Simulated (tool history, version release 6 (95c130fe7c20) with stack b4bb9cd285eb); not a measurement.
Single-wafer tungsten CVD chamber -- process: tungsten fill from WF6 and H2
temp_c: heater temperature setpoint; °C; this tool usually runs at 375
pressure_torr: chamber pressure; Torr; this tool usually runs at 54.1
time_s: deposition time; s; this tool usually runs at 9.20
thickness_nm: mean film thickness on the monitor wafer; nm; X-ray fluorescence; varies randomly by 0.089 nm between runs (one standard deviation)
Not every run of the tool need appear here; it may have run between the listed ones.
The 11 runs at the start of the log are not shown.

run	day	temp_c	pressure_torr	time_s	read-back reference wafer on the same gauge, thickness_nm	thickness_nm
12	39.117	375	54.1	9.20	17.698	21.590
13	43.988	375	54.1	9.20	17.720	21.198
14	46.462	375	54.1	9.20	17.694	21.373
15	49.367	375	54.1	9.20	17.693	21.268
16	51.258	381	54.1	8.12	17.691	21.124
# day 52.758: showerhead replaced
17	52.921	363	54.1	9.20	17.685	16.888
# day 53.733: gauge calibrated
18	55.117	375	54.1	8.66	17.709	20.032
19	58.625	375	54.1	9.20	17.695	21.225
20	60.442	386	41.9	10.48	17.688	25.806
21	64.125	375	61.8	9.20	17.692	22.860
22	66.583	389	41.1	9.20	17.683	23.774
23	68.162	375	54.1	9.20	17.687	21.197
# day 70.162: thermocouple changed; heater temperature recalibrated
24	70.729	375	54.1	9.20	17.713	21.767
25	72.429	381	54.1	8.12	17.692	21.414
26	76.383	388	54.1	9.20	17.698	27.608
27	80.588	361	44.5	8.44	17.717	13.513
28	83.267	368	54.1	9.20	17.708	18.812
29	86.754	375	43.5	8.36	17.701	17.410
30	89.958	368	61.9	10.50	17.698	23.109

Alternative continuations, all from the tool just after run 30; predict every row:
A	89.975	375	54.1	7.92	?	?
B	89.975	375	41.8	7.66	?	?
C	89.975	371	54.1	8.47	?	?
D	89.975	383	64.8	10.40	?	?
E	89.975	375	54.1	8.02	?	?

run	read-back reference wafer on the same gauge, thickness_nm	thickness_nm
A	17.706	18.731
B	17.706	15.653
C	17.706	18.527
D	17.706	31.528
E	17.706	18.969
Take away the tool's hidden state, keep each run's random variation, and the runs would have read:
run	thickness_nm
A	18.610
B	15.542
C	18.408
D	31.331
E	18.846

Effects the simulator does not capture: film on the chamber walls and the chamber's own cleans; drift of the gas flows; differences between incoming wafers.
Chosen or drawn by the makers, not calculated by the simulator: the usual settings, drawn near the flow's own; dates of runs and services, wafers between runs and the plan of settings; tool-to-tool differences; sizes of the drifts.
